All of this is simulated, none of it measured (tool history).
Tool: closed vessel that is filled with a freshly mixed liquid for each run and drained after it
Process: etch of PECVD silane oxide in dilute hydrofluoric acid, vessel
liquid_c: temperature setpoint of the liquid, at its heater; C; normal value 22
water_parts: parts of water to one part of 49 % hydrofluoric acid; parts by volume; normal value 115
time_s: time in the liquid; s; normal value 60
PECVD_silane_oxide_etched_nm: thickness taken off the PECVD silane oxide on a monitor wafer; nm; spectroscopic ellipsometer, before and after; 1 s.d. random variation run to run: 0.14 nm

run,hour,liquid_c,water_parts,time_s,"read-back film thickness of the PECVD silane oxide reference wafer, read on the same gauge (nm)",PECVD_silane_oxide_etched_nm
1,0,22,115,60,30.06,17.9
2,14.7,22,115,60,30.02,17.42
3,31.7,22,115,60,29.95,17.33
4,45.7,22,115,60,30.03,17.59
5,54.6,22,115,60,30.04,17.48
6,66.9,25.5,115,60,29.96,19.88
7,73.8,25.5,115,60,29.98,19.88
# hour 75.2: hydrofluoric acid flow meter replaced
8,80,25.5,115,60,30.03,21.84
9,89.5,22,115,60,29.97,18.96
10,101.4,22,115,60,30.03,18.64
11,115.2,25.5,70,45,29.97,27.99
12,126.5,22,115,60,30.04,18.7
13,142.7,22,115,60,29.97,18.62
14,159.2,22,115,60,30.02,18.51
15,167.8,22,115,85,30.01,26.05
# hour 175.3: thermometer replaced
# hour 181.8: gauge calibrated
16,185,20,115,95,29.96,29.33

For run 17, what comes out?
17,191.7,19.5,115,60,?,?

{"run 17": {"read-back film thickness of the PECVD silane oxide reference wafer, read on the same gauge (nm)": 30.02, "PECVD_silane_oxide_etched_nm": 18.37}}
Had the tool carried no hidden state, the very same run would have given PECVD_silane_oxide_etched_nm 18.76 nm.
